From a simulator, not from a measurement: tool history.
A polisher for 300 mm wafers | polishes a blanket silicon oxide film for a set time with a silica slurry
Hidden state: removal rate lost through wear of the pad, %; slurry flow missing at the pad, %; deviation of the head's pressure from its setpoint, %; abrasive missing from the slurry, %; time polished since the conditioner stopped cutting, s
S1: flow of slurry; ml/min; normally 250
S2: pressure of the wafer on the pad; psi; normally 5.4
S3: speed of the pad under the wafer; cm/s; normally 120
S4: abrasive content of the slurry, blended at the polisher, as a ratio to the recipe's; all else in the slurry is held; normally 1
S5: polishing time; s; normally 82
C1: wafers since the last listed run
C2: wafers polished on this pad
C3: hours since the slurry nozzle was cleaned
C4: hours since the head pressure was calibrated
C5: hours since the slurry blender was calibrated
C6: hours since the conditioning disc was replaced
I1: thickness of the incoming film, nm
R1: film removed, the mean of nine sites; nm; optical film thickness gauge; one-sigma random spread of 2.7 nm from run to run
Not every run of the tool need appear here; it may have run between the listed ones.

{"run": 1, "hour": 0.0, "S1": 250, "S2": 5.4, "S3": 120, "S4": 1, "S5": 82, "C1": 0, "C2": 95, "C3": 294.1, "C4": 160.2, "C5": 29.4, "C6": 195.8, "I1": 1432.6, "R1": 386.4}
{"run": 2, "hour": 26.4, "S1": 250, "S2": 5.4, "S3": 120, "S4": 1, "S5": 82, "C1": 335, "C2": 430, "C3": 320.5, "C4": 186.6, "C5": 55.8, "C6": 222.2, "I1": 1428.1, "R1": 390.1}
{"run": 3, "hour": 48.5, "S1": 275, "S2": 5.4, "S3": 120, "S4": 1, "S5": 93, "C1": 280, "C2": 711, "C3": 342.6, "C4": 208.7, "C5": 77.9, "C6": 244.3, "I1": 1416, "R1": 446.7}
{"hour": 65.3, "done": "conditioning disc replaced and pad reconditioned"}
{"run": 4, "hour": 79.5, "S1": 250, "S2": 5.4, "S3": 120, "S4": 1, "S5": 82, "C1": 368, "C2": 1080, "C3": 373.6, "C4": 239.7, "C5": 108.9, "C6": 14.2, "I1": 1437.7, "R1": 388}
{"hour": 132.5, "done": "slurry nozzle cleaned"}
{"run": 5, "hour": 142.6, "S1": 250, "S2": 5.4, "S3": 120, "S4": 1, "S5": 82, "C1": 789, "C2": 1869, "C3": 10.1, "C4": 302.8, "C5": 172, "C6": 77.3, "I1": 1422.7, "R1": 406.7}
{"run": 6, "hour": 178.2, "S1": 250, "S2": 5.4, "S3": 148, "S4": 1, "S5": 106, "C1": 452, "C2": 2321, "C3": 45.7, "C4": 338.4, "C5": 207.6, "C6": 112.9, "I1": 1413.6, "R1": 580.4}
{"hour": 199.9, "done": "worn pad replaced by a new one"}
{"hour": 210.7, "done": "slurry blender recalibrated"}
{"hour": 263.0, "done": "head pressure recalibrated"}
{"run": 7, "hour": 283.4, "S1": 250, "S2": 7.1, "S3": 120, "S4": 1, "S5": 82, "C1": 1235, "C2": 1010, "C3": 150.9, "C4": 20.4, "C5": 72.7, "C6": 218.1, "I1": 1402.9, "R1": 503.7}
{"run": 8, "hour": 296.9, "S1": 250, "S2": 4.8, "S3": 120, "S4": 0.7, "S5": 82, "C1": 171, "C2": 1182, "C3": 164.4, "C4": 33.9, "C5": 86.2, "C6": 231.6, "I1": 1427.3, "R1": 306.4}
{"hour": 304.3, "done": "conditioning disc replaced and pad reconditioned"}
{"run": 9, "hour": 317.5, "S1": 250, "S2": 5.4, "S3": 120, "S4": 1, "S5": 75, "C1": 236, "C2": 1418, "C3": 185, "C4": 54.5, "C5": 106.8, "C6": 13.2, "I1": 1418, "R1": 365.1}
{"run": 10, "hour": 346.6, "S1": 250, "S2": 5.4, "S3": 120, "S4": 1, "S5": 82, "C1": 369, "C2": 1788, "C3": 214.1, "C4": 83.6, "C5": 135.9, "C6": 42.3, "I1": 1407.6, "R1": 401.3}
{"run": 11, "hour": 358.7, "S1": 180, "S2": 5.4, "S3": 120, "S4": 1, "S5": 55, "C1": 153, "C2": 1942, "C3": 226.2, "C4": 95.7, "C5": 148, "C6": 54.4, "I1": 1432.9, "R1": 251.4}
{"run": 12, "hour": 387.9, "S1": 250, "S2": 4.7, "S3": 132, "S4": 0.85, "S5": 82, "C1": 371, "C2": 2313, "C3": 255.4, "C4": 124.9, "C5": 177.2, "C6": 83.6, "I1": 1424.3, "R1": 343.9}
{"run": 13, "hour": 405.0, "S1": 295, "S2": 6.1, "S3": 120, "S4": 1, "S5": 106, "C1": 217, "C2": 2530, "C3": 272.5, "C4": 142, "C5": 194.3, "C6": 100.7, "I1": 1417.6, "R1": 578.1}
{"hour": 413.8, "done": "slurry blender recalibrated"}
{"hour": 428.6, "done": "worn pad replaced by a new one"}
{"run": 14, "hour": 440.4, "S1": 250, "S2": 3.7, "S3": 100, "S4": 1, "S5": 82, "C1": 373, "C2": 150, "C3": 307.9, "C4": 177.4, "C5": 26.6, "C6": 136.1, "I1": 1395.4, "R1": 267.8}
{"run": 15, "hour": 459.1, "S1": 250, "S2": 5.4, "S3": 120, "S4": 1, "S5": 82, "C1": 237, "C2": 387, "C3": 326.6, "C4": 196.1, "C5": 45.3, "C6": 154.8, "I1": 1419.9, "R1": 391.7}
{"run": 16, "hour": 493.3, "S1": 250, "S2": 7.2, "S3": 94, "S4": 0.85, "S5": 82, "C1": 434, "C2": 822, "C3": 360.8, "C4": 230.3, "C5": 79.5, "C6": 189, "I1": 1407.1, "R1": 417.5}
{"hour": 508.9, "done": "slurry nozzle cleaned"}
{"hour": 538.2, "done": "conditioning disc replaced and pad reconditioned"}
{"run": 17, "hour": 548.9, "S1": 250, "S2": 5.4, "S3": 120, "S4": 1, "S5": 82, "C1": 668, "C2": 1490, "C3": 40, "C4": 285.9, "C5": 135.1, "C6": 10.7, "I1": 1416, "R1": 404.6}
{"run": 18, "hour": 569.5, "S1": 250, "S2": 5.4, "S3": 120, "S4": 1, "S5": 73, "C1": 261, "C2": 1752, "C3": 60.6, "C4": 306.5, "C5": 155.7, "C6": 31.3, "I1": 1437.3, "R1": 356.9}
{"run": 19, "hour": 594.6, "S1": 285, "S2": 5.4, "S3": 156, "S4": 1, "S5": 82, "C1": 319, "C2": 2071, "C3": 85.7, "C4": 331.6, "C5": 180.8, "C6": 56.4, "I1": 1416, "R1": 470.6}
{"hour": 614.3, "done": "slurry blender recalibrated"}
{"hour": 645.6, "done": "worn pad replaced by a new one"}
{"run": 20, "hour": 649.6, "S1": 320, "S2": 4.7, "S3": 158, "S4": 1, "S5": 55, "C1": 622, "C2": 50, "C3": 140.7, "C4": 386.6, "C5": 35.3, "C6": 111.4, "I1": 1413.1, "R1": 285.5}
{"run": 21, "hour": 666.2, "S1": 250, "S2": 5.4, "S3": 100, "S4": 1, "S5": 82, "C1": 210, "C2": 261, "C3": 157.3, "C4": 403.2, "C5": 51.9, "C6": 128, "I1": 1388.7, "R1": 361.9}
{"run": 22, "hour": 682.5, "S1": 305, "S2": 5.4, "S3": 120, "S4": 0.8, "S5": 82, "C1": 207, "C2": 468, "C3": 173.6, "C4": 419.5, "C5": 68.2, "C6": 144.3, "I1": 1418.5, "R1": 371.5}
{"hour": 698.7, "done": "head pressure recalibrated"}
{"run": 23, "hour": 710.4, "S1": 220, "S2": 4.2, "S3": 132, "S4": 1, "S5": 71, "C1": 329, "C2": 797, "C3": 201.5, "C4": 11.7, "C5": 96.1, "C6": 172.2, "I1": 1433.3, "R1": 285.3}
{"run": 24, "hour": 726.5, "S1": 250, "S2": 4.7, "S3": 120, "S4": 1, "S5": 65, "C1": 204, "C2": 1002, "C3": 217.6, "C4": 27.8, "C5": 112.2, "C6": 188.3, "I1": 1424.3, "R1": 283.6}
{"run": 25, "hour": 749.4, "S1": 325, "S2": 5.4, "S3": 120, "S4": 1, "S5": 105, "C1": 291, "C2": 1293, "C3": 240.5, "C4": 50.7, "C5": 135.1, "C6": 211.2, "I1": 1433.5, "R1": 527.7}
{"run": 26, "hour": 773.1, "S1": 250, "S2": 5.4, "S3": 120, "S4": 1, "S5": 82, "C1": 301, "C2": 1594, "C3": 264.2, "C4": 74.4, "C5": 158.8, "C6": 234.9, "I1": 1448.7, "R1": 398.2}

Across each entry between runs, compare the hidden state at the last listed run before it with the hidden state at the first listed run after it:
From run 3 to run 4: conditioning disc replaced and pad reconditioned (hour 65.3)
  slurry flow missing at the pad, %: 27.7 -> 30
  measured result minus the result with no hidden state, R1: -19 -> -20.5 nm
From run 4 to run 5: slurry nozzle cleaned (hour 132.5)
  slurry flow missing at the pad, %: 30 -> 1.23
  measured result minus the result with no hidden state, R1: -20.5 -> -0.6 nm
From run 6 to run 7: worn pad replaced by a new one (hour 199.9); slurry blender recalibrated (hour 210.7); head pressure recalibrated (hour 263)
  slurry flow missing at the pad, %: 3.85 -> 11.6
  measured result minus the result with no hidden state, R1: -2.7 -> -7.8 nm
From run 8 to run 9: conditioning disc replaced and pad reconditioned (hour 304.3)
  slurry flow missing at the pad, %: 12.6 -> 14.1
  measured result minus the result with no hidden state, R1: -5.2 -> -7.1 nm
From run 13 to run 14: slurry blender recalibrated (hour 413.8); worn pad replaced by a new one (hour 428.6)
  slurry flow missing at the pad, %: 20.5 -> 23.1
  measured result minus the result with no hidden state, R1: -15 -> -9.7 nm
From run 16 to run 17: slurry nozzle cleaned (hour 508.9); conditioning disc replaced and pad reconditioned (hour 538.2)
  slurry flow missing at the pad, %: 27 -> 6.14
  measured result minus the result with no hidden state, R1: -18.8 -> -3.1 nm
From run 19 to run 20: slurry blender recalibrated (hour 614.3); worn pad replaced by a new one (hour 645.6)
  slurry flow missing at the pad, %: 9.49 -> 13.5
  measured result minus the result with no hidden state, R1: -5.1 -> -4.1 nm
From run 22 to run 23: head pressure recalibrated (hour 698.7)
  slurry flow missing at the pad, %: 15.9 -> 18
  measured result minus the result with no hidden state, R1: -6.8 -> -8.5 nm
